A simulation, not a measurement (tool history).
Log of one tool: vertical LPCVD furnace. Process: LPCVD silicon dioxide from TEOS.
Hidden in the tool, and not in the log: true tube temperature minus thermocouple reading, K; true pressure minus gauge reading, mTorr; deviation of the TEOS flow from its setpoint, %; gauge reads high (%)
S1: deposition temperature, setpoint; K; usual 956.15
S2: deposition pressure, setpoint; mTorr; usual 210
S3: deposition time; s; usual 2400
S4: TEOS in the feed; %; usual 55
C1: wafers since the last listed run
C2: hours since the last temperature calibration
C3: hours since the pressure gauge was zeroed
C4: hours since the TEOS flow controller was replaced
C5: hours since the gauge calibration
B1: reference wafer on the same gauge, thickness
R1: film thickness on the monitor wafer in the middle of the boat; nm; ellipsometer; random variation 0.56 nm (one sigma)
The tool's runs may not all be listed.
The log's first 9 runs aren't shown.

run    hour      S1   S2    S3  S4    C1      C2      C3      C4      C5      B1      R1
 10   829.5  956.15  210  2400  55  1335   123.4  3415.4  4796.6  2014.8  141.71  142.04
 11   930.5  956.15  210  2400  55  1410   224.4  3516.4  4897.6  2115.8  142.12  141.76
 12  1008.3  956.15  210  2400  55  1086   302.2  3594.2  4975.4  2193.6  142.27  143.24
 13  1046.9  956.15  210  2400  55   539   340.8  3632.8    5014  2232.2  142.02  142.86
     1089.9  -- pressure gauge zeroed
 14  1090.4  956.15  210  2070  62   272   384.3     0.5  5057.5  2275.7   142.3  123.55
 15  1123.6  956.15  210  2400  55   463   417.5    33.7  5090.7  2308.9  142.06  135.57
     1150.6  -- gauge calibrated
     1182.1  -- TEOS flow controller replaced
 16  1198.4  956.15  190  2400  55   709   492.3   108.5    16.3    47.8  142.15  127.61
 17  1287.3  959.15  255  2400  55  1241   581.2   197.4   105.2   136.7  141.91  161.76
 18  1390.2  961.15  210  2400  58  1436   684.1   300.3   208.1   239.6  141.87   157.1
 19  1477.1  962.15  210  2400  64  1213     771   387.2     295   326.5  142.29  169.45
     1505.6  -- pressure gauge zeroed, repeated, since the last time left the tool worse
 20  1513.7  960.15  180  3150  55   175   807.6     8.1   331.6   363.1  141.74  185.23
 21  1582.9  960.15  180  3150  55   966   876.8    77.3   400.8   432.3  142.26  185.99
 22  1673.4  956.15  210  2400  55  1263   967.3   167.8   491.3   522.8  141.96  140.32
 23  1725.9  962.15  195  2400  55   733  1019.8   220.3   543.8   575.3  142.09  156.71
 24  1818.2  956.15  210  2400  65  1288  1112.1   312.6   636.1   667.6  142.08  153.23
 25  1854.5  961.15  160  2400  55   506  1148.4   348.9   672.4   703.9  142.09  139.05
 26  1927.5  951.15  210  3090  55  1019  1221.4   421.9   745.4   776.9  142.05  160.79
 27  2005.7  964.15  210  3270  55  1092  1299.6   500.1   823.6   855.1  142.02  232.24
 28  2066.7  956.15  210  2400  55   851  1360.6   561.1   884.6   916.1  141.96  140.07
 29  2166.4  956.15  210  2400  55  1392  1460.3   660.8   984.3  1015.8  142.18  141.21
 30  2212.3  960.15  180  3150  55   640  1506.2   706.7  1030.2  1061.7  141.82  188.89
 31  2297.4  956.15  210  2400  59  1188  1591.3   791.8  1115.3  1146.8   142.1     146

4 ways to go on from here, each from the tool as it stands after run 31. What would each give?
  A  2301.6  956.15  210  2400  48  58  1595.5  796  1119.5  1151   ?   ?
  B  2301.6  965.15  245  2130  63  58  1595.5  796  1119.5  1151   ?   ?
  C  2301.6  950.15  255  3120  47  58  1595.5  796  1119.5  1151   ?   ?
  D  2301.6  951.15  210  3180  63  58  1595.5  796  1119.5  1151   ?   ?

run      B1      R1
  A  142.04  131.51
  B  142.04  178.83
  C  142.04  160.93
  D  142.04  176.86
Without the tool's hidden state the same runs would have given:
run      R1
  A  130.38
  B  177.51
  C  159.79
  D  175.33

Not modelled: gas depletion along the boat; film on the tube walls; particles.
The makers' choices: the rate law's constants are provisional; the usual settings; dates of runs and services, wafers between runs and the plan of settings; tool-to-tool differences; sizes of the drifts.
